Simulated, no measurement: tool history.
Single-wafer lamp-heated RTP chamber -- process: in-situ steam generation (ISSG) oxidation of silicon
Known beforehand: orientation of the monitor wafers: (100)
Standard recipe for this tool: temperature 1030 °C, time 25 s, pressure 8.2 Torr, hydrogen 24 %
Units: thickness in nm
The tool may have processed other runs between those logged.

run,hour,temperature,time,pressure,hydrogen,"read-back reference wafer on the same gauge, thickness",thickness
1,0,1030,25,8.2,24,7.86,7.217
# hour 8.8: pyrometer window cleaned and pyrometer calibrated
2,51.9,1030,25,8.2,24,7.872,7.106
3,102.1,1037,25,8.2,24,7.861,7.374
4,168.3,1030,17,8.2,16,7.861,5.345
# hour 186.9: hydrogen flow controller replaced
5,213.8,1030,25,8.2,24,7.859,7.13
6,240.2,1015,22,8.2,24,7.862,6.26
7,271.1,1015,22,8.2,24,7.855,6.241
8,327.6,1015,22,8.2,24,7.866,6.272
9,390.5,1030,25,8.2,21,7.853,7.001
10,455.1,1030,25,8.2,21,7.869,7.018
# hour 490.4: pyrometer window cleaned and pyrometer calibrated
11,519.1,1030,25,8.2,21,7.859,6.877
12,585.1,1017,35,8.2,14,7.864,7.098
13,620.3,1010,30,7,19,7.862,6.659
# hour 655.2: pressure gauge zeroed
14,669.8,1030,25,8.2,21,7.862,6.94
15,730.8,1030,25,7.7,24,7.865,7.161
16,791.8,1030,25,8.2,24,7.865,7.169
17,818.5,1043,25,8.2,24,7.856,7.684
# hour 833.5: gauge calibrated
18,876,1030,25,8.2,24,7.854,7.203
# hour 892.7: pyrometer window cleaned and pyrometer calibrated
19,921.6,1047,31,7.7,24,7.854,8.715
20,984.3,1030,25,8.9,21,7.851,6.868
21,1042.2,1019,32,8.9,32,7.863,8.168
22,1089.5,1041,35,8.2,29,7.854,9.5
23,1125.9,1030,25,8.2,24,7.858,7.209
24,1177.8,1024,17,9.5,18,7.863,5.325
25,1216.9,1020,25,8.2,24,7.855,6.827
26,1266,1030,25,6.9,24,7.86,7.195
27,1301.7,1010,30,7,19,7.859,6.734
# hour 1327.8: pyrometer window cleaned and pyrometer calibrated
28,1339.9,1047,30,8.2,32,7.86,9.171
29,1373.1,1021,25,8.2,24,7.862,6.767
30,1409.1,1030,30,6.9,24,7.86,7.824
31,1446.9,1030,25,7.7,16,7.853,6.5

Branching from run 31: 4 alternative next runs. What would each branch give?
A,1447.3,1030,25,8.2,24,?,?
B,1447.3,1030,33,6.9,29,?,?
C,1447.3,1030,29,8.7,24,?,?
D,1447.3,1024,25,7.2,21,?,?

run,"read-back reference wafer on the same gauge, thickness",thickness
A,7.861,7.115
B,7.861,8.616
C,7.861,7.651
D,7.861,6.683
What these runs would have given with no unlogged condition in the tool:
run,thickness
A,7.078
B,8.569
C,7.61
D,6.649
